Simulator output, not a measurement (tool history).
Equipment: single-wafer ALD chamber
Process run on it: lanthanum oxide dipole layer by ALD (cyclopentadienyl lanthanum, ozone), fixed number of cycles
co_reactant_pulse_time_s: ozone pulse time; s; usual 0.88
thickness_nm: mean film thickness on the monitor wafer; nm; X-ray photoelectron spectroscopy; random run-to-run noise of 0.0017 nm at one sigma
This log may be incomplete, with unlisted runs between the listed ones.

| run | hour | co_reactant_pulse_time_s | wafers since the last listed run | hours since the last thermocouple change | hours since the last ozone generator service | hours since the showerhead was replaced | hours since the gauge calibration | read-back reference wafer on the same gauge, thickness_nm | thickness_nm |
|---|---|---|---|---|---|---|---|---|---|
| 1 | 0 | 0.97 | 0 | 261 | 379 | 3314.2 | 1723.1 | 0.525 | 0.494 |
| 2 | 36.9 | 0.79 | 449 | 297.9 | 415.9 | 3351.1 | 1760 | 0.524 | 0.462 |
| 3 | 93.3 | 0.79 | 687 | 354.3 | 472.3 | 3407.5 | 1816.4 | 0.524 | 0.46 |
| 4 | 169 | 0.79 | 922 | 430 | 548 | 3483.2 | 1892.1 | 0.525 | 0.459 |
| 5 | 220 | 0.99 | 621 | 481 | 599 | 3534.2 | 1943.1 | 0.525 | 0.496 |
| 6 | 249.9 | 0.99 | 364 | 510.9 | 628.9 | 3564.1 | 1973 | 0.525 | 0.498 |
| 7 | 308.5 | 0.99 | 713 | 569.5 | 687.5 | 3622.7 | 2031.6 | 0.526 | 0.496 |
| 8 | 359.5 | 0.88 | 621 | 620.5 | 738.5 | 3673.7 | 2082.6 | 0.525 | 0.48 |
| 9 | 388.4 | 0.88 | 352 | 649.4 | 767.4 | 3702.6 | 2111.5 | 0.526 | 0.479 |
| 10 | 431.2 | 0.88 | 521 | 692.2 | 810.2 | 3745.4 | 2154.3 | 0.526 | 0.48 |
| 11 | 463 | 1.11 | 387 | 724 | 842 | 3777.2 | 2186.1 | 0.526 | 0.514 |
| 12 | 553 | 1.11 | 1096 | 814 | 932 | 3867.2 | 2276.1 | 0.526 | 0.513 |
| 13 | 586.5 | 1.11 | 408 | 847.5 | 965.5 | 3900.7 | 2309.6 | 0.525 | 0.512 |
|  | 613.4 | showerhead replaced |
| 14 | 633.3 | 1.02 | 472 | 894.3 | 1012.3 | 19.9 | 2356.4 | 0.525 | 0.503 |
| 15 | 657.5 | 1.15 | 294 | 918.5 | 1036.5 | 44.1 | 2380.6 | 0.525 | 0.516 |
|  | 679.3 | ozone generator serviced |
| 16 | 702.5 | 1.17 | 450 | 963.5 | 23.2 | 89.1 | 2425.6 | 0.525 | 0.517 |
| 17 | 746.8 | 0.71 | 539 | 1007.8 | 67.5 | 133.4 | 2469.9 | 0.524 | 0.44 |
| 18 | 931.9 | 0.88 | 2254 | 1192.9 | 252.6 | 318.5 | 2655 | 0.525 | 0.48 |
| 19 | 1138.3 | 0.59 | 2514 | 1399.3 | 459 | 524.9 | 2861.4 | 0.524 | 0.408 |
|  | 1231.9 | thermocouple changed; heater temperature recalibrated |
|  | 1289.2 | gauge calibrated |
| 20 | 1298.4 | 1.21 | 1852 | 66.5 | 619.1 | 685 | 9.2 | 0.525 | 0.524 |
| 21 | 1332.1 | 0.54 | 410 | 100.2 | 652.8 | 718.7 | 42.9 | 0.526 | 0.391 |
| 22 | 1357.7 | 0.64 | 311 | 125.8 | 678.4 | 744.3 | 68.5 | 0.525 | 0.421 |
| 23 | 1396.1 | 0.69 | 467 | 164.2 | 716.8 | 782.7 | 106.9 | 0.525 | 0.439 |
| 24 | 1428.1 | 1.22 | 389 | 196.2 | 748.8 | 814.7 | 138.9 | 0.525 | 0.522 |
| 25 | 1498.2 | 1.1 | 853 | 266.3 | 818.9 | 884.8 | 209 | 0.525 | 0.51 |
| 26 | 1536.5 | 0.88 | 466 | 304.6 | 857.2 | 923.1 | 247.3 | 0.525 | 0.482 |
| 27 | 1576.3 | 0.56 | 484 | 344.4 | 897 | 962.9 | 287.1 | 0.525 | 0.397 |
| 28 | 1604.5 | 0.88 | 343 | 372.6 | 925.2 | 991.1 | 315.3 | 0.525 | 0.481 |
| 29 | 1639.3 | 0.88 | 423 | 407.4 | 960 | 1025.9 | 350.1 | 0.525 | 0.479 |
| 30 | 1703.3 | 1.23 | 779 | 471.4 | 1024 | 1089.9 | 414.1 | 0.525 | 0.526 |
| 31 | 1750.5 | 1.09 | 574 | 518.6 | 1071.2 | 1137.1 | 461.3 | 0.525 | 0.509 |
| 32 | 1814.6 | 0.66 | 780 | 582.7 | 1135.3 | 1201.2 | 525.4 | 0.525 | 0.43 |
| 33 | 1885.5 | 0.7 | 863 | 653.6 | 1206.2 | 1272.1 | 596.3 | 0.525 | 0.442 |
| 34 | 1919.5 | 1.16 | 414 | 687.6 | 1240.2 | 1306.1 | 630.3 | 0.525 | 0.518 |
| 35 | 1971.8 | 0.88 | 637 | 739.9 | 1292.5 | 1358.4 | 682.6 | 0.524 | 0.479 |

How the hidden state differs across the entries between the runs, from the last listed run before each to the first after it:
After run 13, before run 14: showerhead replaced (hour 613.4)
  no difference in the tool's unlogged condition between these two runs
After run 15, before run 16: ozone generator serviced (hour 679.3)
  no difference in the tool's unlogged condition between these two runs
After run 19, before run 20: thermocouple changed; heater temperature recalibrated (hour 1231.9); gauge calibrated (hour 1289.2)
  no difference in the tool's unlogged condition between these two runs
